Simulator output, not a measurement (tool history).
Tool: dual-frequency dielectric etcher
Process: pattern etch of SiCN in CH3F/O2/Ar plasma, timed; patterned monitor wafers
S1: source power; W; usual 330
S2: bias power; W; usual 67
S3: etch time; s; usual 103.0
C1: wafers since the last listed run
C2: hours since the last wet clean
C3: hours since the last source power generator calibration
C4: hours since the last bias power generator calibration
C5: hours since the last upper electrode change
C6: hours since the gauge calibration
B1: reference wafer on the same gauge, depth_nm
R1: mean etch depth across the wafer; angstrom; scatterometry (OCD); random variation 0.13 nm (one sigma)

Run 1, day 0.000: usual settings; C1 0; C2 269.7; C3 213.9; C4 2549.9; C5 106.5; C6 970.1; B1 32.29. Result: R1 342.5 angstrom.
Run 2, day 0.904: usual settings; C1 173; C2 291.4; C3 235.6; C4 2571.6; C5 128.2; C6 991.8; B1 32.28. Result: R1 341.2 angstrom.
Run 3, day 2.250: usual settings; C1 257; C2 323.7; C3 267.9; C4 2603.9; C5 160.5; C6 1024.1; B1 32.29. Result: R1 340.9 angstrom.
Run 4, day 3.200: usual settings; C1 181; C2 346.5; C3 290.7; C4 2626.7; C5 183.3; C6 1046.9; B1 32.32. Result: R1 340.4 angstrom.
Run 5, day 4.496: usual settings; C1 248; C2 377.6; C3 321.8; C4 2657.8; C5 214.4; C6 1078.0; B1 32.30. Result: R1 340.6 angstrom.
At day 5.704: wet clean of the chamber.
Run 6, day 5.725: usual settings but S1 260 W, S2 75 W; C1 43; C2 0.5; C3 351.3; C4 2687.3; C5 243.9; C6 1107.5; B1 32.31. Result: R1 279.0 angstrom.
At day 5.762: gauge calibrated.
Run 7, day 6.638: usual settings; C1 174; C2 22.4; C3 373.2; C4 2709.2; C5 265.8; C6 21.0; B1 32.33. Result: R1 351.1 angstrom.
Run 8, day 7.208: usual settings but S1 350 W, S3 90.0 s; C1 109; C2 36.1; C3 386.9; C4 2722.9; C5 279.5; C6 34.7; B1 32.31. Result: R1 320.2 angstrom.
Run 9, day 8.704: usual settings but S1 410 W, S2 61 W, S3 87.0 s; C1 286; C2 72.0; C3 422.8; C4 2758.8; C5 315.4; C6 70.6; B1 32.29. Result: R1 344.3 angstrom.
At day 9.542: bias power generator calibrated.
Run 10, day 9.562: usual settings; C1 132; C2 92.6; C3 443.4; C4 0.5; C5 336.0; C6 91.2; B1 32.31. Result: R1 345.5 angstrom.
Run 11, day 10.929: usual settings; C1 261; C2 125.4; C3 476.2; C4 33.3; C5 368.8; C6 124.0; B1 32.31. Result: R1 346.1 angstrom.
Run 12, day 11.679: usual settings; C1 143; C2 143.4; C3 494.2; C4 51.3; C5 386.8; C6 142.0; B1 32.30. Result: R1 344.5 angstrom.
Run 13, day 12.854: usual settings but S3 84.5 s; C1 225; C2 171.6; C3 522.4; C4 79.5; C5 415.0; C6 170.2; B1 32.31. Result: R1 282.7 angstrom.
Run 14, day 14.088: usual settings but S1 280 W, S2 81 W, S3 126.0 s; C1 236; C2 201.2; C3 552.0; C4 109.1; C5 444.6; C6 199.8; B1 32.30. Result: R1 369.4 angstrom.
Run 15, day 15.367: usual settings but S1 290 W, S2 54 W; C1 244; C2 231.9; C3 582.7; C4 139.8; C5 475.3; C6 230.5; B1 32.29. Result: R1 295.1 angstrom.
Run 16, day 16.792: usual settings but S2 56 W, S3 93.0 s; C1 272; C2 266.1; C3 616.9; C4 174.0; C5 509.5; C6 264.7; B1 32.29. Result: R1 301.7 angstrom.
Run 17, day 18.138: usual settings but S2 80 W; C1 257; C2 298.4; C3 649.2; C4 206.3; C5 541.8; C6 297.0; B1 32.32. Result: R1 348.5 angstrom.
Run 18, day 19.142: usual settings but S1 290 W; C1 192; C2 322.5; C3 673.3; C4 230.4; C5 565.9; C6 321.1; B1 32.30. Result: R1 297.7 angstrom.
Run 19, day 19.712: usual settings; C1 109; C2 336.2; C3 687.0; C4 244.1; C5 579.6; C6 334.8; B1 32.31. Result: R1 337.4 angstrom.
Run 20, day 21.183: usual settings but S2 54 W, S3 84.0 s; C1 281; C2 371.5; C3 722.3; C4 279.4; C5 614.9; C6 370.1; B1 32.29. Result: R1 264.9 angstrom.
At day 22.758: wet clean of the chamber.
Run 21, day 22.779: usual settings but S2 60 W, S3 117.5 s; C1 114; C2 0.5; C3 760.6; C4 317.7; C5 653.2; C6 408.4; B1 32.29. Result: R1 391.9 angstrom.
Run 22, day 23.371: usual settings but S1 280 W, S2 51 W, S3 123.0 s; C1 113; C2 14.7; C3 774.8; C4 331.9; C5 667.4; C6 422.6; B1 32.31. Result: R1 342.0 angstrom.
Run 23, day 23.912: usual settings; C1 103; C2 27.7; C3 787.8; C4 344.9; C5 680.4; C6 435.6; B1 32.28. Result: R1 347.1 angstrom.
Run 24, day 25.154: usual settings but S1 370 W, S2 60 W, S3 75.0 s; C1 237; C2 57.5; C3 817.6; C4 374.7; C5 710.2; C6 465.4; B1 32.31. Result: R1 271.2 angstrom.
Run 25, day 26.000: usual settings but S2 50 W; C1 161; C2 77.8; C3 837.9; C4 395.0; C5 730.5; C6 485.7; B1 32.31. Result: R1 331.6 angstrom.
Run 26, day 26.888: usual settings but S2 58 W; C1 169; C2 99.1; C3 859.2; C4 416.3; C5 751.8; C6 507.0; B1 32.31. Result: R1 339.2 angstrom.
Run 27, day 27.788: usual settings but S1 390 W; C1 172; C2 120.7; C3 880.8; C4 437.9; C5 773.4; C6 528.6; B1 32.32. Result: R1 393.2 angstrom.
Run 28, day 28.783: usual settings but S1 310 W; C1 190; C2 144.6; C3 904.7; C4 461.8; C5 797.3; C6 552.5; B1 32.29. Result: R1 324.6 angstrom.
Run 29, day 29.792: usual settings but S1 400 W, S2 82 W, S3 113.0 s; C1 193; C2 168.8; C3 928.9; C4 486.0; C5 821.5; C6 576.7; B1 32.29. Result: R1 446.2 angstrom.

Hidden state at the last listed run before each entry between runs and at the first one after, where it differs:
Between runs 5 and 6: wet clean of the chamber (day 5.704)
  etch rate over this chamber's usual, %: -3.03 -> 0.24
  measured less the result without the state, R1: -10.6 -> +0.7 angstrom
Between runs 6 and 7: gauge calibrated (day 5.762)
  etch rate over this chamber's usual, %: 0.24 -> 0.00856
  measured less the result without the state, R1: +0.7 -> +0.0 angstrom
Between runs 9 and 10: bias power generator calibrated (day 9.542)
  etch rate over this chamber's usual, %: -0.516 -> -0.734
  measured less the result without the state, R1: -1.8 -> -2.6 angstrom
Between runs 20 and 21: wet clean of the chamber (day 22.758)
  etch rate over this chamber's usual, %: -3.68 -> -0.176
  measured less the result without the state, R1: -10.1 -> -0.7 angstrom
